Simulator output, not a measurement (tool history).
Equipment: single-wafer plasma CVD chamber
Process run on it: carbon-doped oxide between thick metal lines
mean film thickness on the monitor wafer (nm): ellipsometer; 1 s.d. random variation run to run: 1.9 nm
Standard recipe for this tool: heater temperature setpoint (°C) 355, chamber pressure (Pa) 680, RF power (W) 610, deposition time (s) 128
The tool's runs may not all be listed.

run	day	heater temperature setpoint (°C)	chamber pressure (Pa)	RF power (W)	deposition time (s)	wafers since the last listed run	hours since the last thermocouple change	hours since the last RF generator calibration	hours since the last manometer calibration	hours since the showerhead was replaced	hours since the gauge calibration	read-back reference wafer on the same gauge, thickness_nm	mean film thickness on the monitor wafer (nm)
1	0	355	612	610	128	0	1913.2	112.2	943.2	7096.1	1416.9	671.924	702.638
2	2.254	355	612	610	128	524	1967.3	166.3	997.3	7150.2	1471	671.027	702.847
# day 2.621: thermocouple changed; heater temperature recalibrated
3	5.971	355	741	610	128	787	80.4	255.5	1086.5	7239.4	1560.2	670.936	726.761
4	8.725	355	680	555	128	641	146.5	321.6	1152.6	7305.5	1626.3	670.939	696.486
5	15.921	355	680	610	128	1675	319.2	494.3	1325.3	7478.2	1799	671.649	720.358
6	18.942	355	680	610	128	703	391.7	566.8	1397.8	7550.7	1871.5	671.326	718.289
# day 20.142: gauge calibrated
7	20.671	340	740	700	146	402	433.2	608.3	1439.3	7592.2	12.7	671.128	896.962
8	22.65	348	765	610	128	460	480.7	655.8	1486.8	7639.7	60.2	671.437	737.549
9	26.825	355	680	610	128	971	580.9	756	1587	7739.9	160.4	671.142	714.216
10	29.325	345	541	550	114	582	640.9	816	1647	7799.9	220.4	671.011	604.851
11	30.954	355	612	610	128	379	680	855.1	1686.1	7839	259.5	671.115	702.856
# day 33.596: capacitance manometer re-zeroed and calibrated
12	34.525	361	680	650	144	753	765.7	940.8	22.3	7924.7	345.2	670.442	801.139
13	37.738	355	680	610	128	747	842.8	1017.9	99.4	8001.8	422.3	670.812	705.454
14	40.383	363	680	610	110	615	906.3	1081.4	162.9	8065.3	485.8	671.394	595.338
15	43.592	340	680	610	148	746	983.3	1158.4	239.9	8142.3	562.8	671.663	842.832
16	46.304	355	680	510	144	631	1048.4	1223.5	305	8207.4	627.9	671.147	749.208
17	47.971	355	680	700	116	388	1088.4	1263.5	345	8247.4	667.9	671.34	669.636
# day 50.779: showerhead replaced
18	52.258	355	779	610	104	920	1191.3	1366.4	447.9	35.5	770.8	671.332	585.315
19	53.862	355	680	610	103	373	1229.8	1404.9	486.4	74	809.3	671.315	570.426
20	56.042	355	680	665	128	507	1282.1	1457.2	538.7	126.3	861.6	670.703	728.217
21	58.129	348	795	610	128	485	1332.2	1507.3	588.8	176.4	911.7	671.202	734.121
22	61.383	344	548	610	128	757	1410.3	1585.4	666.9	254.5	989.8	671.123	691.074
# day 63.383: RF generator calibrated
23	70.533	347	587	510	128	2052	1629.9	171.6	886.5	474.1	1209.4	671.206	666.826
24	74.346	355	680	610	128	887	1721.4	263.1	978	565.6	1300.9	670.863	717.192
25	77.333	355	760	495	110	695	1793.1	334.8	1049.7	637.3	1372.6	671.566	584.315
26	79.038	351	735	610	128	396	1834	375.7	1090.6	678.2	1413.5	670.779	729.482
# day 84.208: gauge calibrated
# day 85.246: thermocouple changed; heater temperature recalibrated
27	85.896	355	680	610	128	1519	15.6	540.3	1255.2	842.8	40.5	671.924	710.941
28	87.667	344	680	610	128	412	58.1	582.8	1297.7	885.3	83	670.767	734.467
29	89.304	362	556	665	137	381	97.4	622.1	1337	924.6	122.3	670.987	748.008

What was the tool's hidden state at every run in the log?
wafer temperature above the value expected at the setpoint (K): 0 in every run
gauge reads high (%): 0 in every run
H1: delivered RF power above the setpoint (%)
H2: true pressure above the setpoint (%)
run	H1	H2
1	-0.565	7.27
2	-0.714	7.42
3	-0.959	7.64
4	-1.14	7.77
5	-1.62	8.07
6	-1.82	8.17
7	-1.93	8.22
8	-2.06	8.28
9	-2.34	8.38
10	-2.5	8.43
11	-2.61	8.47
12	-2.84	0.389
13	-3.06	1.4
14	-3.23	2.14
15	-3.44	2.93
16	-3.62	3.52
17	-3.73	3.85
18	-4.02	4.61
19	-4.12	4.86
20	-4.27	5.17
21	-4.4	5.45
22	-4.62	5.83
23	-0.659	6.67
24	-0.91	6.94
25	-1.11	7.12
26	-1.22	7.21
27	-1.67	7.53
28	-1.79	7.6
29	-1.9	7.65
